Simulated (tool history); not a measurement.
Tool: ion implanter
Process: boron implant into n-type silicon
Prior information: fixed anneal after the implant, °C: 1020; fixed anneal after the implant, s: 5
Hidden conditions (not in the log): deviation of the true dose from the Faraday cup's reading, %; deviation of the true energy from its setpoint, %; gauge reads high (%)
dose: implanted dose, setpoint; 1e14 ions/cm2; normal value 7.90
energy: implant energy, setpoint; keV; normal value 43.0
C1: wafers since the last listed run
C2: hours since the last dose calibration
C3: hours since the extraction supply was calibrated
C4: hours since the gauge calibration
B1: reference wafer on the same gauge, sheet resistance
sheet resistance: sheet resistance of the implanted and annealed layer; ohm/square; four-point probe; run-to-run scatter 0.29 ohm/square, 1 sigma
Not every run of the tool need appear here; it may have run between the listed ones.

{"run": 1, "hour": 0.0, "dose": 6.02, "energy": 43.0, "C1": 0, "C2": 177.6, "C3": 4049.0, "C4": 385.1, "B1": 111.15, "sheet resistance": 168.36}
{"run": 2, "hour": 64.3, "dose": 6.02, "energy": 43.0, "C1": 1493, "C2": 241.9, "C3": 4113.3, "C4": 449.4, "B1": 111.14, "sheet resistance": 168.46}
{"run": 3, "hour": 127.6, "dose": 6.02, "energy": 43.0, "C1": 1470, "C2": 305.2, "C3": 4176.6, "C4": 512.7, "B1": 111.28, "sheet resistance": 168.3}
{"run": 4, "hour": 196.5, "dose": 7.9, "energy": 47.5, "C1": 1600, "C2": 374.1, "C3": 4245.5, "C4": 581.6, "B1": 111.38, "sheet resistance": 134.84}
{"run": 5, "hour": 224.9, "dose": 7.9, "energy": 47.5, "C1": 659, "C2": 402.5, "C3": 4273.9, "C4": 610.0, "B1": 111.48, "sheet resistance": 134.14}
{"run": 6, "hour": 272.4, "dose": 7.9, "energy": 43.0, "C1": 1103, "C2": 450.0, "C3": 4321.4, "C4": 657.5, "B1": 111.5, "sheet resistance": 134.62}
{"run": 7, "hour": 319.9, "dose": 7.9, "energy": 43.0, "C1": 1103, "C2": 497.5, "C3": 4368.9, "C4": 705.0, "B1": 111.62, "sheet resistance": 135.38}
{"run": 8, "hour": 384.8, "dose": 7.9, "energy": 43.0, "C1": 1507, "C2": 562.4, "C3": 4433.8, "C4": 769.9, "B1": 111.77, "sheet resistance": 135.45}
{"run": 9, "hour": 411.4, "dose": 7.9, "energy": 43.0, "C1": 617, "C2": 589.0, "C3": 4460.4, "C4": 796.5, "B1": 111.85, "sheet resistance": 135.98}
{"run": 10, "hour": 476.2, "dose": 7.9, "energy": 43.0, "C1": 1505, "C2": 653.8, "C3": 4525.2, "C4": 861.3, "B1": 111.9, "sheet resistance": 135.29}
{"run": 11, "hour": 546.7, "dose": 7.9, "energy": 43.0, "C1": 1637, "C2": 724.3, "C3": 4595.7, "C4": 931.8, "B1": 112.03, "sheet resistance": 136.47}
{"run": 12, "hour": 584.0, "dose": 7.9, "energy": 43.0, "C1": 866, "C2": 761.6, "C3": 4633.0, "C4": 969.1, "B1": 112.09, "sheet resistance": 136.52}
{"hour": 702.4, "done": "gauge calibrated"}
{"run": 13, "hour": 746.8, "dose": 6.13, "energy": 43.0, "C1": 3781, "C2": 924.4, "C3": 4795.8, "C4": 44.4, "B1": 110.98, "sheet resistance": 165.03}
{"run": 14, "hour": 775.4, "dose": 7.9, "energy": 43.0, "C1": 664, "C2": 953.0, "C3": 4824.4, "C4": 73.0, "B1": 110.95, "sheet resistance": 134.9}
{"run": 15, "hour": 836.0, "dose": 7.9, "energy": 35.5, "C1": 1407, "C2": 1013.6, "C3": 4885.0, "C4": 133.6, "B1": 110.99, "sheet resistance": 136.3}
{"run": 16, "hour": 875.7, "dose": 7.9, "energy": 35.5, "C1": 922, "C2": 1053.3, "C3": 4924.7, "C4": 173.3, "B1": 111.08, "sheet resistance": 136.7}
{"hour": 908.5, "done": "extraction supply calibrated"}
{"run": 17, "hour": 912.6, "dose": 7.9, "energy": 43.0, "C1": 671, "C2": 1090.2, "C3": 4.1, "C4": 210.2, "B1": 111.01, "sheet resistance": 134.46}
{"run": 18, "hour": 944.0, "dose": 7.9, "energy": 43.0, "C1": 729, "C2": 1121.6, "C3": 35.5, "C4": 241.6, "B1": 111.07, "sheet resistance": 134.83}
{"run": 19, "hour": 994.0, "dose": 7.04, "energy": 34.0, "C1": 1161, "C2": 1171.6, "C3": 85.5, "C4": 291.6, "B1": 111.02, "sheet resistance": 150.94}
{"run": 20, "hour": 1035.5, "dose": 7.9, "energy": 36.5, "C1": 963, "C2": 1213.1, "C3": 127.0, "C4": 333.1, "B1": 111.1, "sheet resistance": 136.07}
{"hour": 1081.1, "done": "Faraday cup replaced and dose calibrated"}
{"run": 21, "hour": 1090.5, "dose": 8.85, "energy": 43.0, "C1": 1091, "C2": 9.4, "C3": 182.0, "C4": 388.1, "B1": 111.29, "sheet resistance": 123.27}
{"run": 22, "hour": 1134.0, "dose": 9.96, "energy": 49.0, "C1": 1010, "C2": 52.9, "C3": 225.5, "C4": 431.6, "B1": 111.25, "sheet resistance": 111.48}
{"run": 23, "hour": 1159.2, "dose": 7.9, "energy": 37.0, "C1": 585, "C2": 78.1, "C3": 250.7, "C4": 456.8, "B1": 111.27, "sheet resistance": 136.59}
{"run": 24, "hour": 1192.6, "dose": 7.9, "energy": 43.0, "C1": 775, "C2": 111.5, "C3": 284.1, "C4": 490.2, "B1": 111.27, "sheet resistance": 135.14}
{"run": 25, "hour": 1262.1, "dose": 7.9, "energy": 47.5, "C1": 1614, "C2": 181.0, "C3": 353.6, "C4": 559.7, "B1": 111.37, "sheet resistance": 134.22}
{"run": 26, "hour": 1287.6, "dose": 7.9, "energy": 43.0, "C1": 592, "C2": 206.5, "C3": 379.1, "C4": 585.2, "B1": 111.33, "sheet resistance": 135.46}
{"run": 27, "hour": 1355.0, "dose": 7.9, "energy": 43.0, "C1": 1565, "C2": 273.9, "C3": 446.5, "C4": 652.6, "B1": 111.56, "sheet resistance": 134.87}
{"run": 28, "hour": 1388.2, "dose": 7.22, "energy": 54.0, "C1": 771, "C2": 307.1, "C3": 479.7, "C4": 685.8, "B1": 111.66, "sheet resistance": 143.12}
{"run": 29, "hour": 1443.0, "dose": 7.28, "energy": 43.0, "C1": 1272, "C2": 361.9, "C3": 534.5, "C4": 740.6, "B1": 111.74, "sheet resistance": 145.06}
{"run": 30, "hour": 1499.3, "dose": 10.17, "energy": 35.0, "C1": 1307, "C2": 418.2, "C3": 590.8, "C4": 796.9, "B1": 111.84, "sheet resistance": 111.14}
{"run": 31, "hour": 1558.1, "dose": 6.83, "energy": 52.0, "C1": 1365, "C2": 477.0, "C3": 649.6, "C4": 855.7, "B1": 111.87, "sheet resistance": 151.12}
{"run": 32, "hour": 1607.5, "dose": 5.93, "energy": 43.0, "C1": 1147, "C2": 526.4, "C3": 699.0, "C4": 905.1, "B1": 112.04, "sheet resistance": 171.55}
{"run": 33, "hour": 1670.9, "dose": 7.9, "energy": 43.0, "C1": 1472, "C2": 589.8, "C3": 762.4, "C4": 968.5, "B1": 112.22, "sheet resistance": 135.95}
{"run": 34, "hour": 1705.3, "dose": 7.9, "energy": 43.0, "C1": 798, "C2": 624.2, "C3": 796.8, "C4": 1002.9, "B1": 112.41, "sheet resistance": 135.99}
{"run": 35, "hour": 1750.5, "dose": 6.65, "energy": 37.5, "C1": 1049, "C2": 669.4, "C3": 842.0, "C4": 1048.1, "B1": 112.46, "sheet resistance": 158.68}
{"run": 36, "hour": 1786.9, "dose": 10.16, "energy": 35.5, "C1": 845, "C2": 705.8, "C3": 878.4, "C4": 1084.5, "B1": 112.51, "sheet resistance": 112.65}

What if the next run were any one of these 4? Each begins from the tool's condition after run 36:
{"run": "A", "hour": 1787.3, "dose": 7.9, "energy": 57.0, "C1": 9, "C2": 706.2, "C3": 878.8, "C4": 1084.9, "B1": "?", "sheet resistance": "?"}
{"run": "B", "hour": 1787.3, "dose": 8.7, "energy": 39.0, "C1": 9, "C2": 706.2, "C3": 878.8, "C4": 1084.9, "B1": "?", "sheet resistance": "?"}
{"run": "C", "hour": 1787.3, "dose": 10.16, "energy": 52.0, "C1": 9, "C2": 706.2, "C3": 878.8, "C4": 1084.9, "B1": "?", "sheet resistance": "?"}
{"run": "D", "hour": 1787.3, "dose": 8.9, "energy": 48.0, "C1": 9, "C2": 706.2, "C3": 878.8, "C4": 1084.9, "B1": "?", "sheet resistance": "?"}

run=A B1=112.65 sheet_resistance=134.25
run=B B1=112.65 sheet_resistance=126.95
run=C B1=112.65 sheet_resistance=110.52
run=D B1=112.65 sheet_resistance=123.29
The same runs, with their run-to-run variation unchanged, on a tool lacking any hidden condition would have given:
run=A sheet_resistance=132.46
run=B sheet_resistance=125.25
run=C sheet_resistance=109.04
run=D sheet_resistance=121.65
